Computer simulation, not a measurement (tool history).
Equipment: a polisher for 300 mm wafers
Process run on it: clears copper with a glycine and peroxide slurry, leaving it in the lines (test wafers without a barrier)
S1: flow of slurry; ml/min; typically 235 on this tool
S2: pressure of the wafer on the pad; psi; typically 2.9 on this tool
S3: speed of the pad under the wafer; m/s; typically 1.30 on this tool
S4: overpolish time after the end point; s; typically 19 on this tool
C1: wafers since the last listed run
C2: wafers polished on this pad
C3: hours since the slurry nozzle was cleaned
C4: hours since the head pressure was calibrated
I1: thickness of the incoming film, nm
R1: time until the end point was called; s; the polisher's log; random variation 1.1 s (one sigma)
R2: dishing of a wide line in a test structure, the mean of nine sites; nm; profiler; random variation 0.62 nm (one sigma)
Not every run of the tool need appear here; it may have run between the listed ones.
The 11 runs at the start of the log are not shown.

run,hour,S1,S2,S3,S4,C1,C2,C3,C4,I1,R1,R2
12,808.6,235,2.9,1.56,19,1241,2910,280.0,1360.7,466.2,51.5,58.1
# hour 814.3: head pressure recalibrated
13,859.8,235,2.9,1.30,19,592,3503,331.2,45.5,475.1,61.6,56.5
14,957.0,200,2.9,1.66,19,1170,4673,428.4,142.7,476.6,56.1,57.7
15,1009.0,235,1.9,1.30,28,626,5300,480.4,194.7,465.3,88.5,53.7
16,1050.1,305,2.5,1.50,8,494,5795,521.5,235.8,475.7,61.9,35.9
# hour 1103.9: worn pad replaced by a new one
# hour 1137.2: slurry nozzle cleaned
17,1154.8,235,2.9,1.56,19,1200,601,17.6,340.5,471.7,51.8,58.8
18,1215.7,300,3.4,1.30,10,733,1334,78.5,401.4,464.6,50.0,46.2
19,1313.7,235,2.9,1.30,19,1180,2514,176.5,499.4,478.2,63.5,56.4
20,1349.8,235,2.9,1.14,19,434,2949,212.6,535.5,472.6,68.5,53.9
21,1387.9,235,3.5,1.30,10,458,3408,250.7,573.6,467.7,54.3,44.3
22,1478.0,235,2.9,1.30,8,1085,4493,340.8,663.7,467.8,62.4,33.7
23,1539.8,285,2.9,1.44,25,744,5237,402.6,725.5,470.1,60.0,61.0

Forecast run 24:
24,1592.9,235,2.9,1.30,27,639,5877,455.7,778.6,464.9,?,?

R1: 64.7 s
R2: 60.7 nm
If the tool had no hidden condition, the same run with the same run-to-run variation would have returned R1 57.4 s, R2 62.4 nm.
